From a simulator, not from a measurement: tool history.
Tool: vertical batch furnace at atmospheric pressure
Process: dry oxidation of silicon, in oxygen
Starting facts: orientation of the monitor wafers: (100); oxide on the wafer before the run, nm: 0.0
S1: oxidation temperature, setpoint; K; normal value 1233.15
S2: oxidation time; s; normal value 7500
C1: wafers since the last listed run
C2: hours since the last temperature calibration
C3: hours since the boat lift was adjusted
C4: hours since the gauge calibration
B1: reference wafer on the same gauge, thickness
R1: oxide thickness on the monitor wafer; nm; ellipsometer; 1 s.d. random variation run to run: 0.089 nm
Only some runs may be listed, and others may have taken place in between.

run     day       S1     S2   C1      C2      C3     C4     B1     R1
  1   0.000  1233.15   7500    0  1919.5  3883.8  242.7  64.80  57.79
  2   1.479  1233.15   7500  409  1955.0  3919.3  278.2  64.77  58.04
  3   2.238  1233.15   7500  209  1973.2  3937.5  296.4  64.82  57.71
  4   3.050  1233.15   7500  224  1992.7  3957.0  315.9  64.84  57.83
  5   3.896  1233.15   7500  233  2013.0  3977.3  336.2  64.78  57.84
  6   5.225  1233.15   7500  367  2044.9  4009.2  368.1  64.82  57.76
  7   6.533  1233.15   7500  361  2076.3  4040.6  399.5  64.80  58.02
  8   7.442  1233.15   7500  251  2098.1  4062.4  421.3  64.83  57.94
  9   8.292  1233.15   7500  235  2118.5  4082.8  441.7  64.74  58.02
 10   9.083  1233.15   7500  218  2137.5  4101.8  460.7  64.80  58.07
      9.592  -- gauge calibrated
 11  10.088  1233.15   7500  277  2161.6  4125.9   11.9  64.80  58.02
 12  10.829  1233.15   7500  205  2179.4  4143.7   29.7  64.85  58.13
 13  11.996  1233.15   7500  322  2207.4  4171.7   57.7  64.80  58.08
 14  13.204  1233.15   7500  334  2236.4  4200.7   86.7  64.80  58.07
     14.446  -- boat lift adjusted
 15  14.467  1233.15   7500   72  2266.7     0.5  117.0  64.82  60.11
     15.700  -- thermocouples replaced and temperature profile calibrated
 16  17.821  1251.15   9210  651    50.9    81.0  197.5  64.80  78.52
 17  18.721  1233.15   7500  248    72.5   102.6  219.1  64.80  58.89
 18  20.121  1209.15   4530  387   106.1   136.2  252.7  64.76  32.36
 19  20.871  1233.15   7500  207   124.1   154.2  270.7  64.78  58.91
 20  21.679  1221.15   7500  223   143.5   173.6  290.1  64.79  52.15
 21  22.279  1233.15   7500  165   157.9   188.0  304.5  64.79  58.79
 22  23.692  1211.15  10110  390   191.8   221.9  338.4  64.80  58.47
 23  25.017  1213.15   7500  366   223.6   253.7  370.2  64.80  47.95
 24  25.592  1233.15   7500  159   237.4   267.5  384.0  64.80  58.76
 25  28.033  1256.15   5160  675   296.0   326.1  442.6  64.78  54.31
 26  28.921  1212.15   4050  245   317.3   347.4  463.9  64.83  30.80
     29.358  -- gauge calibrated
 27  29.538  1222.15   5040  170   332.1   362.2    4.3  64.79  39.78
 28  30.492  1221.15  10080  263   355.0   385.1   27.2  64.82  64.57
 29  31.558  1210.15   7500  294   380.6   410.7   52.8  64.77  46.20

For each entry between runs, how does the tool's hidden state at the last listed run before it compare with that at the first listed run after it?
After run 10, before run 11: gauge calibrated (day 9.592)
  true tube temperature minus thermocouple reading, K: 2.29 -> 2.34
  the result without the hidden state subtracted from the measured one, R1: -1.09 -> -1.06 nm
After run 14, before run 15: boat lift adjusted (day 14.446)
  true tube temperature minus thermocouple reading, K: 2.49 -> 2.56; monitor wafer colder than the profiled boat position, K: 4.39 -> 0.369
  the result without the hidden state subtracted from the measured one, R1: -0.98 -> +1.10 nm
After run 15, before run 16: thermocouples replaced and temperature profile calibrated (day 15.700)
  true tube temperature minus thermocouple reading, K: 2.56 -> 0.445; monitor wafer colder than the profiled boat position, K: 0.369 -> 0.627
  the result without the hidden state subtracted from the measured one, R1: +1.10 -> -0.11 nm
After run 26, before run 27: gauge calibrated (day 29.358)
  true tube temperature minus thermocouple reading, K: 0.492 -> 0.496; monitor wafer colder than the profiled boat position, K: 1.37 -> 1.41
  the result without the hidden state subtracted from the measured one, R1: -0.29 -> -0.39 nm

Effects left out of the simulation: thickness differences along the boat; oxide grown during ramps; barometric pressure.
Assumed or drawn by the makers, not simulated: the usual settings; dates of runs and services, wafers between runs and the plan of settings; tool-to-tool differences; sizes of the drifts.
